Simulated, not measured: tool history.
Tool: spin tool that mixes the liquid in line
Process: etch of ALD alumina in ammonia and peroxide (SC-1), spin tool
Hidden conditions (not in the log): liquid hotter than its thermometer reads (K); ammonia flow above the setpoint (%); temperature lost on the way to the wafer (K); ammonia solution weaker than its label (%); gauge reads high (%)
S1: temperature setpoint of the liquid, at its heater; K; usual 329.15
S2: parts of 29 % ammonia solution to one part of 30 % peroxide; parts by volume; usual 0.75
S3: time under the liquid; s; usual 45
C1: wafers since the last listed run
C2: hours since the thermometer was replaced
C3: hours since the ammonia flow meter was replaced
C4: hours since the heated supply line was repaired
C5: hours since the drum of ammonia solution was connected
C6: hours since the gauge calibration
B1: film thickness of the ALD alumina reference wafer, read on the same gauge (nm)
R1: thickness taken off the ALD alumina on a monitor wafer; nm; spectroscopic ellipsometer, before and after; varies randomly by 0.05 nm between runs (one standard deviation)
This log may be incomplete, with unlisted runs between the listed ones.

| run | hour | S1 | S2 | S3 | C1 | C2 | C3 | C4 | C5 | C6 | B1 | R1 |
|---|---|---|---|---|---|---|---|---|---|---|---|---|
| 1 | 0.0 | 329.15 | 0.75 | 35 | 0 | 522.0 | 1122.9 | 976.4 | 879.4 | 8.6 | 90.02 | 4.10 |
| 2 | 11.4 | 329.15 | 0.75 | 35 | 129 | 533.4 | 1134.3 | 987.8 | 890.8 | 20.0 | 89.99 | 4.06 |
| 3 | 21.2 | 329.15 | 0.75 | 35 | 111 | 543.2 | 1144.1 | 997.6 | 900.6 | 29.8 | 89.98 | 4.05 |
| 4 | 31.6 | 337.15 | 0.75 | 45 | 118 | 553.6 | 1154.5 | 1008.0 | 911.0 | 40.2 | 90.01 | 7.97 |
| 5 | 41.3 | 337.15 | 0.75 | 45 | 110 | 563.3 | 1164.2 | 1017.7 | 920.7 | 49.9 | 89.97 | 7.88 |
| 6 | 55.6 | 329.15 | 0.75 | 45 | 162 | 577.6 | 1178.5 | 1032.0 | 935.0 | 64.2 | 89.98 | 5.30 |
| 7 | 72.4 | 329.15 | 0.75 | 45 | 190 | 594.4 | 1195.3 | 1048.8 | 951.8 | 81.0 | 90.03 | 5.40 |
| 8 | 79.3 | 329.15 | 0.75 | 45 | 78 | 601.3 | 1202.2 | 1055.7 | 958.7 | 87.9 | 90.02 | 5.26 |
| 9 | 95.9 | 329.15 | 0.75 | 45 | 188 | 617.9 | 1218.8 | 1072.3 | 975.3 | 104.5 | 90.03 | 5.29 |
| 10 | 104.6 | 329.15 | 0.75 | 45 | 98 | 626.6 | 1227.5 | 1081.0 | 984.0 | 113.2 | 89.96 | 5.28 |
| 11 | 111.6 | 329.15 | 0.60 | 45 | 79 | 633.6 | 1234.5 | 1088.0 | 991.0 | 120.2 | 90.02 | 5.16 |
| 12 | 119.5 | 329.15 | 0.60 | 45 | 89 | 641.5 | 1242.4 | 1095.9 | 998.9 | 128.1 | 90.03 | 5.10 |
|  | 137.2 | heated supply line repaired |
| 13 | 137.7 | 329.15 | 0.75 | 45 | 195 | 659.7 | 1260.6 | 0.5 | 1017.1 | 146.3 | 90.00 | 5.22 |
|  | 147.4 | thermometer replaced |
| 14 | 147.9 | 336.65 | 1.00 | 35 | 104 | 0.5 | 1270.8 | 10.7 | 1027.3 | 156.5 | 89.97 | 6.14 |
| 15 | 164.4 | 326.65 | 0.95 | 50 | 187 | 17.0 | 1287.3 | 27.2 | 1043.8 | 173.0 | 90.02 | 5.27 |
| 16 | 176.6 | 329.15 | 0.75 | 45 | 138 | 29.2 | 1299.5 | 39.4 | 1056.0 | 185.2 | 89.99 | 5.27 |
| 17 | 206.5 | 336.65 | 1.00 | 35 | 339 | 59.1 | 1329.4 | 69.3 | 1085.9 | 215.1 | 90.02 | 6.19 |
|  | 206.7 | gauge calibrated |
|  | 210.6 | ammonia flow meter replaced |
| 18 | 215.5 | 335.65 | 0.55 | 45 | 90 | 68.1 | 4.9 | 78.3 | 1094.9 | 8.8 | 90.00 | 7.12 |
|  | 217.9 | new drum of ammonia solution connected |
| 19 | 227.4 | 321.15 | 0.95 | 30 | 123 | 80.0 | 16.8 | 90.2 | 9.5 | 20.7 | 90.02 | 2.36 |
| 20 | 242.1 | 335.15 | 0.75 | 45 | 166 | 94.7 | 31.5 | 104.9 | 24.2 | 35.4 | 90.00 | 7.25 |
| 21 | 250.5 | 332.65 | 0.60 | 45 | 95 | 103.1 | 39.9 | 113.3 | 32.6 | 43.8 | 90.03 | 6.21 |
| 22 | 259.1 | 329.15 | 0.40 | 25 | 97 | 111.7 | 48.5 | 121.9 | 41.2 | 52.4 | 90.01 | 2.77 |
| 23 | 275.3 | 332.15 | 0.60 | 20 | 183 | 127.9 | 64.7 | 138.1 | 57.4 | 68.6 | 90.02 | 2.70 |
| 24 | 282.6 | 333.65 | 1.05 | 20 | 82 | 135.2 | 72.0 | 145.4 | 64.7 | 75.9 | 90.00 | 3.07 |

Across each entry between runs, compare the hidden state at the last listed run before it with the hidden state at the first listed run after it:
Run 12 -> run 13: heated supply line repaired (hour 137.2)
  no hidden state differs between the two runs
Run 13 -> run 14: thermometer replaced (hour 147.4)
  no hidden state differs between the two runs
Run 17 -> run 18: gauge calibrated (hour 206.7); ammonia flow meter replaced (hour 210.6)
  no hidden state differs between the two runs
Run 18 -> run 19: new drum of ammonia solution connected (hour 217.9)
  no hidden state differs between the two runs
